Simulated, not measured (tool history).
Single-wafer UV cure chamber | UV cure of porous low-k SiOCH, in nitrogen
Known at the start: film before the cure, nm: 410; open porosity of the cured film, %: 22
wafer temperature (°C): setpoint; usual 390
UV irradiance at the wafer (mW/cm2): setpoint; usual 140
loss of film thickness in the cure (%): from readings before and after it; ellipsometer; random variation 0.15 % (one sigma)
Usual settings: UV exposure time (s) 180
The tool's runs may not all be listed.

run   hour  wafer temperature (°C)  UV exposure time (s)  UV irradiance at the wafer (mW/cm2)  wafers since the last listed run  hours since the UV bulbs were replaced  wafers since the quartz window was cleaned  loss of film thickness in the cure (%)
  1      0                     390                   180                                  140                                 0                                  1231.3                                        4009                                  11.548
  2   17.7                     375                   180                                  140                                98                                    1249                                        4107                                  10.974
  3   35.4                     375                   180                                  140                                98                                  1266.7                                        4205                                  11.188
  4   64.9                     390                   180                                  155                               163                                  1296.2                                        4369                                  11.666
  5   75.2                     390                   180                                  155                                57                                  1306.5                                        4426                                  11.702
      83.4  -- quartz window cleaned
  6   92.6                     390                   180                                  140                                52                                  1323.9                                          51                                  11.269
     111.1  -- UV bulbs replaced
  7  111.6                     390                   180                                  140                                61                                     0.5                                         112                                  11.283
  8  117.2                     390                   180                                  140                                31                                     6.1                                         143                                  11.254
  9  131.1                     390                   180                                  140                                77                                      20                                         220                                  11.665
 10  144.7                     407                    95                                  117                                75                                    33.6                                         295                                   8.225
 11  155.7                     410                   180                                  140                                61                                    44.6                                         356                                  11.447
 12  165.4                     390                   180                                  140                                53                                    54.3                                         410                                  11.281
 13  181.1                     401                    90                                  104                                87                                      70                                         497                                   7.307
 14  209.6                     406                   135                                  173                               158                                    98.5                                         655                                  11.377
 15    223                     402                    90                                  140                                74                                   111.9                                         730                                   8.713
 16  230.1                     390                   180                                  140                                39                                     119                                         769                                  11.218
 17  236.8                     410                   100                                  122                                37                                   125.7                                         806                                   8.599
 18  253.3                     380                   180                                  140                                91                                   142.2                                         898                                  11.326
 19  270.3                     390                   180                                  140                                94                                   159.2                                         992                                   11.75

5 ways to go on from here, each from the tool as it stands after run 19. What would each give?
  A  270.8                     390                   100                                  140                                 2                                   159.7                                         995                                       ?
  B  270.8                     403                   245                                  140                                 2                                   159.7                                         995                                       ?
  C  270.8                     390                   245                                  117                                 2                                   159.7                                         995                                       ?
  D  270.8                     378                    95                                  140                                 2                                   159.7                                         995                                       ?
  E  270.8                     390                   130                                  140                                 2                                   159.7                                         995                                       ?

run  loss of film thickness in the cure (%)
  A                                   8.795
  B                                   12.88
  C                                  11.851
  D                                   8.388
  E                                   9.887
Without the tool's hidden state the same runs would have given:
run  loss of film thickness in the cure (%)
  A                                   8.795
  B                                   12.88
  C                                  11.851
  D                                   8.388
  E                                   9.887
